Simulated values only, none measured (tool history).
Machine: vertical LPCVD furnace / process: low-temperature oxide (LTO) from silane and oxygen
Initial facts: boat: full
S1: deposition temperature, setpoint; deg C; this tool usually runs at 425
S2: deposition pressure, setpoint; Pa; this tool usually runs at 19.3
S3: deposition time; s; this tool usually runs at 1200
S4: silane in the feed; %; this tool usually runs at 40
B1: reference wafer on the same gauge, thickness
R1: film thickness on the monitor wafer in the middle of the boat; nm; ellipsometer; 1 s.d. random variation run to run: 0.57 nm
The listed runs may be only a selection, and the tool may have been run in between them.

Run 1, day 0: usual settings; B1 140.07. Result: R1 158.35 nm.
Run 2, day 2.454: usual settings but S2 20.7 Pa; B1 139.9. Result: R1 168.31 nm.
Run 3, day 4.188: usual settings; B1 140.1. Result: R1 158.07 nm.
Run 4, day 6.496: usual settings; B1 139.93. Result: R1 158.56 nm.
Run 5, day 9.379: usual settings; B1 139.95. Result: R1 159.54 nm.
Run 6, day 11.633: usual settings; B1 140.01. Result: R1 159.85 nm.
Run 7, day 14.542: usual settings but S2 18 Pa; B1 139.98. Result: R1 150.39 nm.
Run 8, day 16.175: usual settings but S4 44 %; B1 139.99. Result: R1 176.18 nm.
At day 17.55: gauge calibrated.
Run 9, day 18.733: usual settings; B1 140. Result: R1 160.62 nm.
At day 21.029: pressure gauge zeroed.
Run 10, day 21.05: usual settings but S1 432 deg C, S3 780 s, S4 44 %; B1 139.95. Result: R1 115.16 nm.
At day 23.15: silane flow controller replaced.
Run 11, day 23.171: usual settings but S2 14.7 Pa; B1 140.12. Result: R1 112.93 nm.
Run 12, day 25.075: usual settings but S3 1320 s; B1 140.02. Result: R1 164.5 nm.
Run 13, day 27.146: usual settings but S4 44 %; B1 140.04. Result: R1 165.24 nm.
At day 28.533: thermocouples replaced and temperature profile calibrated.
Run 14, day 28.833: usual settings but S1 430 deg C, S2 16.7 Pa; B1 140.06. Result: R1 135.41 nm.
Run 15, day 31.475: usual settings but S1 416 deg C, S2 18 Pa, S3 870 s, S4 43 %; B1 140. Result: R1 99.72 nm.
Run 16, day 32.879: usual settings but S1 421 deg C; B1 139.91. Result: R1 144.3 nm.
Run 17, day 34.183: usual settings; B1 139.99. Result: R1 150.19 nm.
At day 35.358: gauge calibrated.
Run 18, day 36.546: usual settings but S1 435 deg C, S2 22.7 Pa; B1 140.04. Result: R1 193.92 nm.
Run 19, day 38.175: usual settings but S4 42 %; B1 140. Result: R1 157.96 nm.

What if the next run were any one of these 5? Each begins from the tool's condition after run 19:
Run A, day 38.388: usual settings but S1 431 deg C; B1 ?. Result: R1 ?.
Run B, day 38.388: usual settings but S2 15.3 Pa, S3 900 s, S4 48 %; B1 ?. Result: R1 ?.
Run C, day 38.388: usual settings but S1 435 deg C, S3 1020 s; B1 ?. Result: R1 ?.
Run D, day 38.388: usual settings but S1 416 deg C, S2 20.7 Pa, S3 1410 s; B1 ?. Result: R1 ?.
Run E, day 38.388: usual settings but S2 22.7 Pa, S4 33 %; B1 ?. Result: R1 ?.

run      B1      R1
  A  140.05  159.66
  B  140.05  106.64
  C  140.05  141.08
  D  140.05   172.5
  E  140.05  139.66
What these runs would have given with no unlogged condition in the tool:
run      R1
  A  160.64
  B  107.46
  C  141.95
  D  173.49
  E  140.39
